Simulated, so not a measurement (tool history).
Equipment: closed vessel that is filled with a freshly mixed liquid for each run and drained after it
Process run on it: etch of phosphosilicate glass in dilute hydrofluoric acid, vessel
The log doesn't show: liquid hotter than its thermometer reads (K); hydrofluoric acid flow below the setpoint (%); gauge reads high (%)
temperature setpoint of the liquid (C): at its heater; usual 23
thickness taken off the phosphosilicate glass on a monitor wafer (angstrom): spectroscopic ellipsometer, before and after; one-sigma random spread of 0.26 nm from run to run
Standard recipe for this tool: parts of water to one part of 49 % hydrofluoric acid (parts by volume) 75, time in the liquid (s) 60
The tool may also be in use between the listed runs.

| run | hour | temperature setpoint of the liquid (C) | parts of water to one part of 49 % hydrofluoric acid (parts by volume) | time in the liquid (s) | wafers since the last listed run | hours since the thermometer was replaced | hours since the hydrofluoric acid flow meter was replaced | hours since the gauge calibration | read-back film thickness of the phosphosilicate glass reference wafer, read on the same gauge (nm) | thickness taken off the phosphosilicate glass on a monitor wafer (angstrom) |
|---|---|---|---|---|---|---|---|---|---|---|
| 1 | 0 | 25.5 | 50 | 60 | 0 | 2599.9 | 602.4 | 7 | 100 | 1166.7 |
| 2 | 8.8 | 23 | 75 | 60 | 1011 | 2608.7 | 611.2 | 15.8 | 100 | 679.1 |
| 3 | 21.4 | 23 | 75 | 60 | 1448 | 2621.3 | 623.8 | 28.4 | 100 | 682.4 |
| 4 | 35.8 | 23 | 75 | 60 | 1655 | 2635.7 | 638.2 | 42.8 | 100 | 673.9 |
| 5 | 48.2 | 23 | 75 | 60 | 1425 | 2648.1 | 650.6 | 55.2 | 99.99 | 678.4 |
| 6 | 56.5 | 23 | 75 | 60 | 954 | 2656.4 | 658.9 | 63.5 | 100.02 | 679.4 |
| 7 | 67.1 | 23 | 75 | 60 | 1218 | 2667 | 669.5 | 74.1 | 100.02 | 679 |
| 8 | 76 | 23 | 75 | 60 | 1022 | 2675.9 | 678.4 | 83 | 99.99 | 674 |
| 9 | 87.2 | 24.5 | 75 | 65 | 1287 | 2687.1 | 689.6 | 94.2 | 100 | 779.1 |
| 10 | 93.6 | 24.5 | 75 | 65 | 735 | 2693.5 | 696 | 100.6 | 99.98 | 777.8 |
| 11 | 104.4 | 25.5 | 100 | 60 | 1241 | 2704.3 | 706.8 | 111.4 | 99.98 | 537.3 |
|  | 117.5 | thermometer replaced |
| 12 | 118 | 27.5 | 75 | 60 | 1448 | 0.5 | 720.4 | 125 | 100 | 809.8 |
|  | 123.2 | hydrofluoric acid flow meter replaced |
| 13 | 151.8 | 18.5 | 35 | 90 | 3770 | 34.3 | 28.6 | 158.8 | 100 | 1815.9 |
| 14 | 159.7 | 23 | 90 | 30 | 908 | 42.2 | 36.5 | 166.7 | 100.02 | 264.1 |
| 15 | 168.4 | 26.5 | 105 | 70 | 999 | 50.9 | 45.2 | 175.4 | 100.02 | 589.7 |
| 16 | 175.4 | 25.5 | 55 | 30 | 804 | 57.9 | 52.2 | 182.4 | 100.01 | 500.4 |
|  | 181.3 | hydrofluoric acid flow meter replaced, repeated, since the last time left the tool worse |
| 17 | 200.1 | 26 | 110 | 60 | 2724 | 82.6 | 18.8 | 207.1 | 100 | 525.4 |
|  | 205.8 | gauge calibrated |
| 18 | 207.8 | 23 | 75 | 60 | 885 | 90.3 | 26.5 | 2 | 99.99 | 709.4 |
| 19 | 219.7 | 23 | 75 | 75 | 1367 | 102.2 | 38.4 | 13.9 | 100.01 | 898 |
| 20 | 233.9 | 23 | 75 | 60 | 1632 | 116.4 | 52.6 | 28.1 | 100 | 713.7 |
| 21 | 247.3 | 23 | 75 | 40 | 1540 | 129.8 | 66 | 41.5 | 100.02 | 473.7 |
| 22 | 259.7 | 21.5 | 90 | 90 | 1425 | 142.2 | 78.4 | 53.9 | 100.01 | 816.4 |
| 23 | 270.5 | 23 | 100 | 60 | 1241 | 153 | 89.2 | 64.7 | 100.03 | 513 |

3 options for the next run, each taken on its own from the tool as it stands now. Forecast them:
| A | 271.2 | 23 | 75 | 60 | 80 | 153.7 | 89.9 | 65.4 | ? | ? |
| B | 271.2 | 23 | 110 | 60 | 80 | 153.7 | 89.9 | 65.4 | ? | ? |
| C | 271.2 | 19 | 95 | 85 | 80 | 153.7 | 89.9 | 65.4 | ? | ? |

| run | read-back film thickness of the phosphosilicate glass reference wafer, read on the same gauge (nm) | thickness taken off the phosphosilicate glass on a monitor wafer (angstrom) |
|---|---|---|
| A | 100 | 710.2 |
| B | 100 | 463.9 |
| C | 100 | 658.1 |
Without the tool's unlogged condition, the same runs would have read:
| run | thickness taken off the phosphosilicate glass on a monitor wafer (angstrom) |
|---|---|
| A | 718.9 |
| B | 469.8 |
| C | 666.3 |

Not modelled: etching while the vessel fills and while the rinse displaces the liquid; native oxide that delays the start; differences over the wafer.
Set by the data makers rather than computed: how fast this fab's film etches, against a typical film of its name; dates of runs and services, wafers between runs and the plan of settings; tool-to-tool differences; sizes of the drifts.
